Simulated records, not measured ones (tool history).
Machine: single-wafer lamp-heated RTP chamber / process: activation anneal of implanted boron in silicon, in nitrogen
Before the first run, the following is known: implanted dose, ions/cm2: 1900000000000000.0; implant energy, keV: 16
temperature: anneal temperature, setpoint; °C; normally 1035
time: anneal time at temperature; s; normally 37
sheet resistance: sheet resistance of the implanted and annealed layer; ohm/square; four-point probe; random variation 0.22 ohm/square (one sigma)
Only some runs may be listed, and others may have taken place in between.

run	hour	temperature	time	read-back reference wafer on the same gauge, sheet resistance	sheet resistance
1	0	1055	20	52.58	62.44
2	30.4	1055	20	52.64	61.6
3	64.8	1035	48	52.61	62.61
4	81.8	1035	48	52.65	62.5
# hour 143: pyrometer window cleaned and pyrometer calibrated
5	149.5	1035	37	52.63	63.63
6	182.9	1035	37	52.58	63.44
7	213.7	1035	37	52.64	63.56
8	228.4	1035	37	52.57	63.31
# hour 258.5: reflector plate cleaned
9	259	1035	37	52.59	64.12
10	285.5	1035	37	52.59	64.37
11	314.6	1035	37	52.62	64
12	333	1035	23	52.59	65.6
13	350.9	1035	23	52.65	65.51
14	363.3	1035	23	52.62	65.47
15	397.3	1035	37	52.61	63.84
# hour 405.6: gauge calibrated
16	431.8	1035	37	52.55	63.72
17	455.3	1046	37	52.64	61.72
18	474.6	1035	37	52.65	63.34
19	501.4	1049	37	52.69	60.91
20	529.9	1017	20	52.55	69.36
# hour 560: pyrometer window cleaned and pyrometer calibrated
21	560.5	1060	21	52.53	60.61
22	594.8	1017	45	52.55	66.06
# hour 611.2: reflector plate cleaned
23	613.1	1049	51	52.6	59.78
24	631.5	1035	57	52.61	62.05
25	649.1	1060	22	52.59	61.23
26	669.2	1035	37	52.61	63.88
27	696.1	1035	23	52.56	65.29
28	721.4	1043	44	52.57	61.4
29	746.1	1065	37	52.58	58.24
30	776.8	1054	47	52.59	59.03
31	797.8	1011	26	52.62	69.97
32	821.5	1049	17	52.58	63.91
33	846.3	1057	25	52.54	60.89
34	860.2	1043	44	52.57	61.19
35	884.3	1035	37	52.56	63.34
36	902.4	1016	50	52.58	66.04

Alternative continuations, all from the tool just after run 36; predict every row:
A	902.8	1035	37	?	?
B	902.8	1027	55	?	?
C	902.8	1014	46	?	?
D	902.8	1010	45	?	?
E	902.8	1050	31	?	?

run	read-back reference wafer on the same gauge, sheet resistance	sheet resistance
A	52.62	63.71
B	52.62	63.36
C	52.62	67.02
D	52.62	68.04
E	52.62	61.58
With the hidden condition removed and each run's random variation left untouched, the same runs would have given:
run	sheet resistance
A	64.72
B	64.56
C	68.32
D	69.43
E	62.64

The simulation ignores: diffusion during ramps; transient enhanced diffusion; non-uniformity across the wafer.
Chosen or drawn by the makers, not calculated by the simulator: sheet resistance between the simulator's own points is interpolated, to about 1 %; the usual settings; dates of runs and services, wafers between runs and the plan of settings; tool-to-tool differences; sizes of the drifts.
